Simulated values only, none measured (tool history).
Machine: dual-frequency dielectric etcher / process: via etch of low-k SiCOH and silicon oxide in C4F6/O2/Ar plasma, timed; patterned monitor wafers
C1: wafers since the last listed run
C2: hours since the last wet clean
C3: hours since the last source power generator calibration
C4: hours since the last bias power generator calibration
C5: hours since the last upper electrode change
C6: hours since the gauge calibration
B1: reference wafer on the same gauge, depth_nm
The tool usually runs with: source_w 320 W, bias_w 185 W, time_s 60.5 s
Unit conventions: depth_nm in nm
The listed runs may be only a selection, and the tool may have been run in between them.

{"run": 1, "hour": 0.0, "source_w": 320, "bias_w": 185, "time_s": 60.5, "C1": 0, "C2": 7.6, "C3": 1199.1, "C4": 1904, "C5": 4292.6, "C6": 1558, "B1": 148.9, "depth_nm": 142.6}
{"run": 2, "hour": 28.2, "source_w": 320, "bias_w": 185, "time_s": 48, "C1": 220, "C2": 35.8, "C3": 1227.3, "C4": 1932.2, "C5": 4320.8, "C6": 1586.2, "B1": 149, "depth_nm": 112.6}
{"hour": 186.0, "done": "gauge calibrated"}
{"run": 3, "hour": 206.5, "source_w": 320, "bias_w": 185, "time_s": 60.5, "C1": 1392, "C2": 214.1, "C3": 1405.6, "C4": 2110.5, "C5": 4499.1, "C6": 20.5, "B1": 149, "depth_nm": 139.2}
{"run": 4, "hour": 262.7, "source_w": 320, "bias_w": 185, "time_s": 60.5, "C1": 438, "C2": 270.3, "C3": 1461.8, "C4": 2166.7, "C5": 4555.3, "C6": 76.7, "B1": 149.1, "depth_nm": 139.5}
{"run": 5, "hour": 305.2, "source_w": 320, "bias_w": 185, "time_s": 49.5, "C1": 331, "C2": 312.8, "C3": 1504.3, "C4": 2209.2, "C5": 4597.8, "C6": 119.2, "B1": 148.6, "depth_nm": 114.7}
{"run": 6, "hour": 351.1, "source_w": 320, "bias_w": 185, "time_s": 60.5, "C1": 358, "C2": 358.7, "C3": 1550.2, "C4": 2255.1, "C5": 4643.7, "C6": 165.1, "B1": 149, "depth_nm": 138.6}
{"hour": 400.3, "done": "upper electrode replaced"}
{"run": 7, "hour": 400.8, "source_w": 320, "bias_w": 185, "time_s": 60.5, "C1": 200, "C2": 408.4, "C3": 1599.9, "C4": 2304.8, "C5": 0.5, "C6": 214.8, "B1": 149, "depth_nm": 138}
{"run": 8, "hour": 417.4, "source_w": 320, "bias_w": 185, "time_s": 60.5, "C1": 129, "C2": 425, "C3": 1616.5, "C4": 2321.4, "C5": 17.1, "C6": 231.4, "B1": 149.1, "depth_nm": 137.6}
{"run": 9, "hour": 470.3, "source_w": 320, "bias_w": 185, "time_s": 60.5, "C1": 413, "C2": 477.9, "C3": 1669.4, "C4": 2374.3, "C5": 70, "C6": 284.3, "B1": 149, "depth_nm": 135.9}
{"hour": 518.6, "done": "wet clean of the chamber"}
{"run": 10, "hour": 533.0, "source_w": 250, "bias_w": 200, "time_s": 60.5, "C1": 302, "C2": 14.4, "C3": 1732.1, "C4": 2437, "C5": 132.7, "C6": 347, "B1": 149.2, "depth_nm": 135.8}
{"run": 11, "hour": 561.5, "source_w": 320, "bias_w": 185, "time_s": 60.5, "C1": 222, "C2": 42.9, "C3": 1760.6, "C4": 2465.5, "C5": 161.2, "C6": 375.5, "B1": 148.7, "depth_nm": 139.4}
{"hour": 613.2, "done": "source power generator calibrated"}
{"run": 12, "hour": 613.7, "source_w": 320, "bias_w": 185, "time_s": 60.5, "C1": 376, "C2": 95.1, "C3": 0.5, "C4": 2517.7, "C5": 213.4, "C6": 427.7, "B1": 149.2, "depth_nm": 140.6}
{"run": 13, "hour": 650.4, "source_w": 320, "bias_w": 185, "time_s": 60.5, "C1": 286, "C2": 131.8, "C3": 37.2, "C4": 2554.4, "C5": 250.1, "C6": 464.4, "B1": 149.1, "depth_nm": 139.8}
{"run": 14, "hour": 701.0, "source_w": 250, "bias_w": 200, "time_s": 60.5, "C1": 395, "C2": 182.4, "C3": 87.8, "C4": 2605, "C5": 300.7, "C6": 515, "B1": 148.8, "depth_nm": 133.8}
{"run": 15, "hour": 733.6, "source_w": 320, "bias_w": 163, "time_s": 60.5, "C1": 254, "C2": 215, "C3": 120.4, "C4": 2637.6, "C5": 333.3, "C6": 547.6, "B1": 149.1, "depth_nm": 136.2}
{"run": 16, "hour": 765.1, "source_w": 320, "bias_w": 168, "time_s": 60.5, "C1": 246, "C2": 246.5, "C3": 151.9, "C4": 2669.1, "C5": 364.8, "C6": 579.1, "B1": 149.2, "depth_nm": 136.7}
{"run": 17, "hour": 795.7, "source_w": 320, "bias_w": 185, "time_s": 69, "C1": 238, "C2": 277.1, "C3": 182.5, "C4": 2699.7, "C5": 395.4, "C6": 609.7, "B1": 149.3, "depth_nm": 157.7}
{"run": 18, "hour": 858.5, "source_w": 250, "bias_w": 155, "time_s": 60.5, "C1": 490, "C2": 339.9, "C3": 245.3, "C4": 2762.5, "C5": 458.2, "C6": 672.5, "B1": 149.1, "depth_nm": 124.9}
{"run": 19, "hour": 916.3, "source_w": 320, "bias_w": 222, "time_s": 60.5, "C1": 451, "C2": 397.7, "C3": 303.1, "C4": 2820.3, "C5": 516, "C6": 730.3, "B1": 149, "depth_nm": 142.6}
{"hour": 943.5, "done": "bias power generator calibrated"}
{"hour": 962.8, "done": "wet clean of the chamber"}
{"run": 20, "hour": 965.4, "source_w": 390, "bias_w": 140, "time_s": 60.5, "C1": 201, "C2": 2.6, "C3": 352.2, "C4": 21.9, "C5": 565.1, "C6": 779.4, "B1": 148.8, "depth_nm": 139.1}
{"run": 21, "hour": 1007.8, "source_w": 320, "bias_w": 226, "time_s": 77.5, "C1": 331, "C2": 45, "C3": 394.6, "C4": 64.3, "C5": 607.5, "C6": 821.8, "B1": 149, "depth_nm": 189.6}
{"run": 22, "hour": 1035.3, "source_w": 260, "bias_w": 185, "time_s": 52, "C1": 214, "C2": 72.5, "C3": 422.1, "C4": 91.8, "C5": 635, "C6": 849.3, "B1": 148.9, "depth_nm": 114.9}
{"run": 23, "hour": 1093.8, "source_w": 390, "bias_w": 205, "time_s": 78, "C1": 456, "C2": 131, "C3": 480.6, "C4": 150.3, "C5": 693.5, "C6": 907.8, "B1": 149.1, "depth_nm": 194.5}
{"run": 24, "hour": 1118.0, "source_w": 390, "bias_w": 185, "time_s": 60.5, "C1": 189, "C2": 155.2, "C3": 504.8, "C4": 174.5, "C5": 717.7, "C6": 932, "B1": 148.5, "depth_nm": 147.4}
{"run": 25, "hour": 1166.2, "source_w": 250, "bias_w": 218, "time_s": 60.5, "C1": 376, "C2": 203.4, "C3": 553, "C4": 222.7, "C5": 765.9, "C6": 980.2, "B1": 148.9, "depth_nm": 137.3}
{"run": 26, "hour": 1236.4, "source_w": 290, "bias_w": 185, "time_s": 70, "C1": 548, "C2": 273.6, "C3": 623.2, "C4": 292.9, "C5": 836.1, "C6": 1050.4, "B1": 148.7, "depth_nm": 158.3}
{"run": 27, "hour": 1266.0, "source_w": 250, "bias_w": 200, "time_s": 60.5, "C1": 231, "C2": 303.2, "C3": 652.8, "C4": 322.5, "C5": 865.7, "C6": 1080, "B1": 149, "depth_nm": 134.3}
{"run": 28, "hour": 1336.9, "source_w": 350, "bias_w": 141, "time_s": 47.5, "C1": 553, "C2": 374.1, "C3": 723.7, "C4": 393.4, "C5": 936.6, "C6": 1150.9, "B1": 149.3, "depth_nm": 104.4}
{"run": 29, "hour": 1405.0, "source_w": 320, "bias_w": 185, "time_s": 60.5, "C1": 531, "C2": 442.2, "C3": 791.8, "C4": 461.5, "C5": 1004.7, "C6": 1219, "B1": 148.8, "depth_nm": 138.3}

Below are 4 alternative next runs, each starting from the tool's condition after run 29. Predict each:
{"run": "A", "hour": 1405.4, "source_w": 320, "bias_w": 185, "time_s": 60.5, "C1": 3, "C2": 442.6, "C3": 792.2, "C4": 461.9, "C5": 1005.1, "C6": 1219.4, "B1": "?", "depth_nm": "?"}
{"run": "B", "hour": 1405.4, "source_w": 260, "bias_w": 151, "time_s": 44.5, "C1": 3, "C2": 442.6, "C3": 792.2, "C4": 461.9, "C5": 1005.1, "C6": 1219.4, "B1": "?", "depth_nm": "?"}
{"run": "C", "hour": 1405.4, "source_w": 320, "bias_w": 206, "time_s": 60.5, "C1": 3, "C2": 442.6, "C3": 792.2, "C4": 461.9, "C5": 1005.1, "C6": 1219.4, "B1": "?", "depth_nm": "?"}
{"run": "D", "hour": 1405.4, "source_w": 390, "bias_w": 221, "time_s": 45, "C1": 3, "C2": 442.6, "C3": 792.2, "C4": 461.9, "C5": 1005.1, "C6": 1219.4, "B1": "?", "depth_nm": "?"}

run=A B1=149.1 depth_nm=137.4
run=B B1=149.1 depth_nm=92.1
run=C B1=149.1 depth_nm=140.9
run=D B1=149.1 depth_nm=112
The same runs, with their run-to-run variation unchanged, on a tool lacking any hidden condition would have given:
run=A depth_nm=143
run=B depth_nm=95.9
run=C depth_nm=146.7
run=D depth_nm=116.6
